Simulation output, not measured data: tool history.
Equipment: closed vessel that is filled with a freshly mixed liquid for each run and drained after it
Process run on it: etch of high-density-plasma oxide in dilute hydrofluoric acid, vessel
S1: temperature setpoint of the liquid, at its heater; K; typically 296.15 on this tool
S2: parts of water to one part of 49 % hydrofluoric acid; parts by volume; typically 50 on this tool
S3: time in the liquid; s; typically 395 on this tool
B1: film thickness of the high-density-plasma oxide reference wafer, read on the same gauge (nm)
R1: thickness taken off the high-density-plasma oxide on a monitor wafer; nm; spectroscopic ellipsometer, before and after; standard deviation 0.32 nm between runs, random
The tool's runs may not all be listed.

{"run": 1, "hour": 0.0, "S1": 294.65, "S2": 50, "S3": 395, "B1": 140.01, "R1": 40.8}
{"run": 2, "hour": 46.7, "S1": 294.65, "S2": 50, "S3": 395, "B1": 139.96, "R1": 40.73}
{"run": 3, "hour": 79.0, "S1": 294.65, "S2": 50, "S3": 395, "B1": 140.04, "R1": 40.73}
{"run": 4, "hour": 227.6, "S1": 296.15, "S2": 50, "S3": 395, "B1": 140.03, "R1": 43.27}
{"run": 5, "hour": 272.4, "S1": 296.15, "S2": 50, "S3": 395, "B1": 140.06, "R1": 42.85}
{"run": 6, "hour": 343.0, "S1": 296.15, "S2": 50, "S3": 395, "B1": 140, "R1": 42.95}
{"hour": 351.0, "done": "thermometer replaced"}
{"run": 7, "hour": 379.4, "S1": 296.15, "S2": 50, "S3": 395, "B1": 140, "R1": 46.64}
{"run": 8, "hour": 444.2, "S1": 296.15, "S2": 50, "S3": 395, "B1": 140.01, "R1": 46.39}
{"run": 9, "hour": 502.9, "S1": 296.15, "S2": 50, "S3": 395, "B1": 140.01, "R1": 46.42}
{"run": 10, "hour": 566.6, "S1": 299.65, "S2": 50, "S3": 395, "B1": 139.96, "R1": 53.42}
{"run": 11, "hour": 602.4, "S1": 299.65, "S2": 50, "S3": 395, "B1": 140.01, "R1": 52.83}
{"run": 12, "hour": 671.1, "S1": 296.15, "S2": 50, "S3": 395, "B1": 139.96, "R1": 46.47}
{"run": 13, "hour": 718.9, "S1": 296.15, "S2": 60, "S3": 395, "B1": 140, "R1": 38.25}
{"run": 14, "hour": 748.6, "S1": 292.15, "S2": 50, "S3": 535, "B1": 139.97, "R1": 53.36}
{"run": 15, "hour": 797.2, "S1": 296.15, "S2": 60, "S3": 395, "B1": 140, "R1": 38.12}
{"run": 16, "hour": 866.9, "S1": 296.15, "S2": 45, "S3": 395, "B1": 140, "R1": 51.67}
{"run": 17, "hour": 899.8, "S1": 294.15, "S2": 35, "S3": 200, "B1": 140, "R1": 31.08}
{"run": 18, "hour": 947.2, "S1": 296.15, "S2": 75, "S3": 630, "B1": 139.99, "R1": 47.98}
{"hour": 993.1, "done": "gauge calibrated"}
{"run": 19, "hour": 994.0, "S1": 296.15, "S2": 50, "S3": 215, "B1": 139.99, "R1": 25.17}
{"run": 20, "hour": 1056.4, "S1": 296.15, "S2": 50, "S3": 235, "B1": 140.01, "R1": 27.25}
{"hour": 1083.3, "done": "hydrofluoric acid flow meter replaced"}
{"run": 21, "hour": 1102.4, "S1": 296.15, "S2": 50, "S3": 395, "B1": 139.97, "R1": 44.89}
{"run": 22, "hour": 1143.7, "S1": 296.15, "S2": 50, "S3": 395, "B1": 139.99, "R1": 44.96}
{"run": 23, "hour": 1203.3, "S1": 298.65, "S2": 60, "S3": 290, "B1": 139.98, "R1": 29.97}
{"run": 24, "hour": 1338.5, "S1": 296.15, "S2": 65, "S3": 395, "B1": 140.02, "R1": 34.14}
{"run": 25, "hour": 1383.2, "S1": 296.15, "S2": 50, "S3": 395, "B1": 139.95, "R1": 44.97}
{"run": 26, "hour": 1423.4, "S1": 296.15, "S2": 50, "S3": 395, "B1": 139.99, "R1": 45.22}
{"run": 27, "hour": 1454.4, "S1": 296.15, "S2": 50, "S3": 265, "B1": 140.01, "R1": 29.99}
{"run": 28, "hour": 1524.4, "S1": 291.15, "S2": 50, "S3": 395, "B1": 140.01, "R1": 36}
{"run": 29, "hour": 1591.8, "S1": 296.15, "S2": 50, "S3": 395, "B1": 139.97, "R1": 44.82}
{"run": 30, "hour": 1640.5, "S1": 299.65, "S2": 40, "S3": 570, "B1": 140, "R1": 95.11}
{"run": 31, "hour": 1669.1, "S1": 296.15, "S2": 50, "S3": 395, "B1": 140.01, "R1": 45.26}
{"run": 32, "hour": 1732.7, "S1": 296.15, "S2": 50, "S3": 395, "B1": 139.98, "R1": 44.68}
{"run": 33, "hour": 1784.9, "S1": 298.65, "S2": 40, "S3": 175, "B1": 140.06, "R1": 27.97}

Here are 3 independent what-if runs from the current tool condition. What would each one return?
{"run": "A", "hour": 1785.7, "S1": 291.65, "S2": 50, "S3": 395, "B1": "?", "R1": "?"}
{"run": "B", "hour": 1785.7, "S1": 296.15, "S2": 40, "S3": 605, "B1": "?", "R1": "?"}
{"run": "C", "hour": 1785.7, "S1": 300.65, "S2": 50, "S3": 395, "B1": "?", "R1": "?"}

run=A B1=139.95 R1=36.96
run=B B1=139.95 R1=86.81
run=C B1=139.95 R1=53.9
Without the tool's hidden state the same runs would have given:
run=A R1=38.33
run=B R1=89.9
run=C R1=55.68

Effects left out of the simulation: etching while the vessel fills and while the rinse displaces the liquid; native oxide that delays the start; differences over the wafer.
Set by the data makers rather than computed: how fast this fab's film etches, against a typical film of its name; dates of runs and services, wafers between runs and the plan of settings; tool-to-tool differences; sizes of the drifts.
